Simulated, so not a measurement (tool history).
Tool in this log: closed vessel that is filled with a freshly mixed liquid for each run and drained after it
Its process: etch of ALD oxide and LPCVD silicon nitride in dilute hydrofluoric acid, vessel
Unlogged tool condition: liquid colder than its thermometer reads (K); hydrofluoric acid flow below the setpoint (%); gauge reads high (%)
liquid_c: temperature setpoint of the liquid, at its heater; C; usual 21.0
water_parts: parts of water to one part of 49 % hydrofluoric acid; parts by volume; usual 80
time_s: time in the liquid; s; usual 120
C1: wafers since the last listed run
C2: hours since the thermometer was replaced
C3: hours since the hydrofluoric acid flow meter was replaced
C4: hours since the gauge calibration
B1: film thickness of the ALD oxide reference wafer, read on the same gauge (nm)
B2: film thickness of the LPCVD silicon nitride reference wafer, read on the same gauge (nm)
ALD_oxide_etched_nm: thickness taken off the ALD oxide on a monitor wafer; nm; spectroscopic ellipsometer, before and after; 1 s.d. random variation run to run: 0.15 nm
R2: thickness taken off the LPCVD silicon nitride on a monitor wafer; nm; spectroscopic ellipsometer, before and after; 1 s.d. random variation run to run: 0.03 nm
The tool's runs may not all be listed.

Run 1, hour 0.0: usual settings; C1 0; C2 1908.4; C3 1489.2; C4 1866.2; B1 59.99; B2 129.995. Result: ALD_oxide_etched_nm 29.37 nm, R2 0.547 nm.
Run 2, hour 61.6: usual settings but time_s 160 s; C1 4992; C2 1970.0; C3 1550.8; C4 1927.8; B1 60.02; B2 129.987. Result: ALD_oxide_etched_nm 38.78 nm, R2 0.747 nm.
Run 3, hour 99.2: usual settings but time_s 160 s; C1 3047; C2 2007.6; C3 1588.4; C4 1965.4; B1 59.97; B2 130.000. Result: ALD_oxide_etched_nm 39.60 nm, R2 0.637 nm.
Run 4, hour 145.3: usual settings but time_s 160 s; C1 3736; C2 2053.7; C3 1634.5; C4 2011.5; B1 59.98; B2 130.022. Result: ALD_oxide_etched_nm 39.55 nm, R2 0.690 nm.
At hour 151.1: gauge calibrated.
Run 5, hour 206.4: usual settings but liquid_c 24.0 C; C1 4951; C2 2114.8; C3 1695.6; C4 55.3; B1 59.97; B2 129.993. Result: ALD_oxide_etched_nm 33.02 nm, R2 0.605 nm.
Run 6, hour 267.7: usual settings but liquid_c 24.0 C; C1 4968; C2 2176.1; C3 1756.9; C4 116.6; B1 59.97; B2 129.990. Result: ALD_oxide_etched_nm 33.22 nm, R2 0.579 nm.
Run 7, hour 321.7: usual settings but water_parts 40 parts by volume, time_s 50 s; C1 4376; C2 2230.1; C3 1810.9; C4 170.6; B1 60.01; B2 129.986. Result: ALD_oxide_etched_nm 25.50 nm, R2 0.391 nm.
Run 8, hour 365.4: usual settings but liquid_c 24.5 C; C1 3541; C2 2273.8; C3 1854.6; C4 214.3; B1 59.99; B2 129.969. Result: ALD_oxide_etched_nm 33.65 nm, R2 0.666 nm.
Run 9, hour 402.9: usual settings but water_parts 65 parts by volume, time_s 185 s; C1 3039; C2 2311.3; C3 1892.1; C4 251.8; B1 59.99; B2 129.991. Result: ALD_oxide_etched_nm 56.42 nm, R2 0.908 nm.
Run 10, hour 562.2: usual settings but liquid_c 17.5 C, time_s 180 s; C1 12910; C2 2470.6; C3 2051.4; C4 411.1; B1 60.01; B2 130.006. Result: ALD_oxide_etched_nm 37.63 nm, R2 0.648 nm.
Run 11, hour 610.4: usual settings; C1 3906; C2 2518.8; C3 2099.6; C4 459.3; B1 60.01; B2 129.991. Result: ALD_oxide_etched_nm 28.70 nm, R2 0.495 nm.
Run 12, hour 645.0: usual settings but water_parts 105 parts by volume; C1 2804; C2 2553.4; C3 2134.2; C4 493.9; B1 60.00; B2 130.028. Result: ALD_oxide_etched_nm 21.43 nm, R2 0.390 nm.
At hour 678.3: thermometer replaced.
Run 13, hour 706.1: usual settings; C1 4870; C2 27.8; C3 2195.3; C4 555.0; B1 60.00; B2 129.993. Result: ALD_oxide_etched_nm 30.29 nm, R2 0.538 nm.
At hour 727.8: hydrofluoric acid flow meter replaced.
Run 14, hour 758.2: usual settings but liquid_c 18.5 C, water_parts 115 parts by volume; C1 4141; C2 79.9; C3 30.4; C4 607.1; B1 60.01; B2 129.997. Result: ALD_oxide_etched_nm 18.38 nm, R2 0.311 nm.
Run 15, hour 804.3: usual settings but liquid_c 24.5 C; C1 3736; C2 126.0; C3 76.5; C4 653.2; B1 60.01; B2 130.006. Result: ALD_oxide_etched_nm 34.97 nm, R2 0.661 nm.
Run 16, hour 831.0: usual settings but liquid_c 17.0 C; C1 2163; C2 152.7; C3 103.2; C4 679.9; B1 60.03; B2 130.005. Result: ALD_oxide_etched_nm 25.41 nm, R2 0.392 nm.
Run 17, hour 880.3: usual settings but water_parts 40 parts by volume, time_s 80 s; C1 3995; C2 202.0; C3 152.5; C4 729.2; B1 60.00; B2 130.024. Result: ALD_oxide_etched_nm 42.47 nm, R2 0.671 nm.
Run 18, hour 906.1: usual settings but time_s 65 s; C1 2090; C2 227.8; C3 178.3; C4 755.0; B1 60.00; B2 130.015. Result: ALD_oxide_etched_nm 16.39 nm, R2 0.274 nm.
Run 19, hour 967.2: usual settings; C1 4951; C2 288.9; C3 239.4; C4 816.1; B1 60.03; B2 129.986. Result: ALD_oxide_etched_nm 30.21 nm, R2 0.564 nm.
Run 20, hour 996.0: usual settings but water_parts 100 parts by volume; C1 2334; C2 317.7; C3 268.2; C4 844.9; B1 59.99; B2 129.998. Result: ALD_oxide_etched_nm 23.61 nm, R2 0.452 nm.
Run 21, hour 1046.8: usual settings but water_parts 45 parts by volume, time_s 100 s; C1 4117; C2 368.5; C3 319.0; C4 895.7; B1 60.00; B2 129.994. Result: ALD_oxide_etched_nm 46.95 nm, R2 0.799 nm.
Run 22, hour 1076.3: usual settings but liquid_c 17.5 C, time_s 70 s; C1 2390; C2 398.0; C3 348.5; C4 925.2; B1 60.01; B2 129.989. Result: ALD_oxide_etched_nm 15.15 nm, R2 0.236 nm.
Run 23, hour 1100.4: usual settings but time_s 185 s; C1 1953; C2 422.1; C3 372.6; C4 949.3; B1 60.01; B2 129.978. Result: ALD_oxide_etched_nm 46.71 nm, R2 0.886 nm.
Run 24, hour 1145.4: usual settings but liquid_c 25.0 C, water_parts 65 parts by volume, time_s 165 s; C1 3646; C2 467.1; C3 417.6; C4 994.3; B1 59.98; B2 129.995. Result: ALD_oxide_etched_nm 61.13 nm, R2 1.130 nm.
Run 25, hour 1182.3: usual settings but water_parts 60 parts by volume, time_s 190 s; C1 2990; C2 504.0; C3 454.5; C4 1031.2; B1 59.99; B2 129.987. Result: ALD_oxide_etched_nm 65.45 nm, R2 1.130 nm.
Run 26, hour 1217.8: usual settings but liquid_c 24.5 C, time_s 90 s; C1 2877; C2 539.5; C3 490.0; C4 1066.7; B1 60.02; B2 130.027. Result: ALD_oxide_etched_nm 26.26 nm, R2 0.498 nm.

What if the next run were any one of these 4? Each begins from the tool's condition after run 26:
Run A, hour 1218.5: usual settings but liquid_c 23.0 C; C1 56; C2 540.2; C3 490.7; C4 1067.4; B1 ?; B2 ?. Result: ALD_oxide_etched_nm ?, R2 ?.
Run B, hour 1218.5: usual settings but liquid_c 23.0 C, water_parts 100 parts by volume, time_s 70 s; C1 56; C2 540.2; C3 490.7; C4 1067.4; B1 ?; B2 ?. Result: ALD_oxide_etched_nm ?, R2 ?.
Run C, hour 1218.5: usual settings but liquid_c 22.5 C, water_parts 70 parts by volume; C1 56; C2 540.2; C3 490.7; C4 1067.4; B1 ?; B2 ?. Result: ALD_oxide_etched_nm ?, R2 ?.
Run D, hour 1218.5: usual settings but liquid_c 19.5 C, water_parts 55 parts by volume, time_s 145 s; C1 56; C2 540.2; C3 490.7; C4 1067.4; B1 ?; B2 ?. Result: ALD_oxide_etched_nm ?, R2 ?.

run     B1       B2  ALD_oxide_etched_nm     R2
  A  60.01  129.993                32.55  0.562
  B  60.01  129.993                14.83  0.263
  C  60.01  129.993                36.89  0.619
  D  60.01  129.993                50.93  0.769
The same runs, with their run-to-run variation unchanged, on a tool lacking any hidden condition would have given:
run  ALD_oxide_etched_nm     R2
  A                33.35  0.585
  B                15.19  0.274
  C                37.81  0.644
  D                52.24  0.802

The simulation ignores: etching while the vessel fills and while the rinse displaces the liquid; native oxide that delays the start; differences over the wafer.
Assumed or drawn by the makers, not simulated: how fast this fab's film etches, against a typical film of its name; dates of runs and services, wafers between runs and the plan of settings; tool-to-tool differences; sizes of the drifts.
